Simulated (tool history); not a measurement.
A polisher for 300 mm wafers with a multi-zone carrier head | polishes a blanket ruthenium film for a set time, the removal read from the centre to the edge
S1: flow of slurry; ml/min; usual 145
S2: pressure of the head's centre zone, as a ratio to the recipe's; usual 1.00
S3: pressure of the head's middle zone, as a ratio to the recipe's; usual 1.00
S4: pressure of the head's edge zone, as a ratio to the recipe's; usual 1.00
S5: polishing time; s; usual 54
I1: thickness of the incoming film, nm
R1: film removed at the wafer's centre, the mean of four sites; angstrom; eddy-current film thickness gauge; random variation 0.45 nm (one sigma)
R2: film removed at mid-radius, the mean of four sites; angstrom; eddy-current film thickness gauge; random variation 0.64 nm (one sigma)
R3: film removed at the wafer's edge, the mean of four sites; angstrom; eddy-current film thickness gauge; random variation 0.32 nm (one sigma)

run	hour	S1	S2	S3	S4	S5	I1	R1	R2	R3
1	0.0	145	1.00	1.03	1.00	54	403.9	456	466	464
2	91.2	145	1.00	1.03	1.00	54	398.1	449	455	462
# hour 131.9: worn pad replaced by a new one
# hour 141.7: carrier head's membrane replaced by a new one
3	184.1	145	1.00	1.00	1.00	48	406.5	420	436	441
4	257.5	145	1.00	1.00	1.00	48	396.4	405	412	422
# hour 289.9: slurry nozzle cleaned
5	358.9	145	1.00	1.00	1.00	48	406.3	406	403	411
6	448.4	145	1.00	0.94	1.00	54	398.6	449	424	464
# hour 471.8: worn pad replaced by a new one
7	523.7	145	1.00	0.94	1.00	54	394.3	482	473	494
8	599.9	145	1.00	1.00	1.00	54	405.5	462	457	477
# hour 617.2: carrier head's membrane replaced by a new one
# hour 656.7: slurry nozzle cleaned
# hour 755.3: worn pad replaced by a new one
9	798.1	145	1.00	0.94	1.00	54	404.5	482	455	496
# hour 835.4: centre zone pressure recalibrated
10	843.1	145	0.97	1.00	1.00	54	406.6	448	477	482
# hour 881.9: edge zone pressure recalibrated
11	933.5	195	1.00	0.95	1.00	54	395.9	487	465	490
12	1018.0	145	1.00	1.00	1.00	54	397.4	457	455	460
# hour 1066.3: worn pad replaced by a new one
13	1066.8	145	1.00	1.00	1.00	45	393.9	421	416	428
# hour 1100.6: slurry nozzle cleaned
# hour 1115.6: carrier head's membrane replaced by a new one
14	1152.9	145	0.96	0.92	1.00	54	399.9	448	442	483
15	1208.0	145	1.11	1.00	1.00	54	406.5	509	464	471
16	1255.8	145	1.00	0.92	0.95	54	400.4	449	424	455
# hour 1363.5: worn pad replaced by a new one
# hour 1496.6: slurry nozzle cleaned
17	1514.9	145	1.05	1.03	1.00	45	400.9	396	393	395

3 ways to go on from here, each from the tool as it stands after run 17. What would each give?
A	1515.3	145	1.00	1.00	1.00	54	403.7	?	?	?
B	1515.3	190	0.93	1.00	0.91	54	403.7	?	?	?
C	1515.3	125	0.90	1.00	1.08	44	403.7	?	?	?

run	R1	R2	R3
A	453	456	471
B	445	479	467
C	319	359	388
Without the tool's hidden state the same runs would have given:
run	R1	R2	R3
A	500	503	519
B	492	529	515
C	352	396	429

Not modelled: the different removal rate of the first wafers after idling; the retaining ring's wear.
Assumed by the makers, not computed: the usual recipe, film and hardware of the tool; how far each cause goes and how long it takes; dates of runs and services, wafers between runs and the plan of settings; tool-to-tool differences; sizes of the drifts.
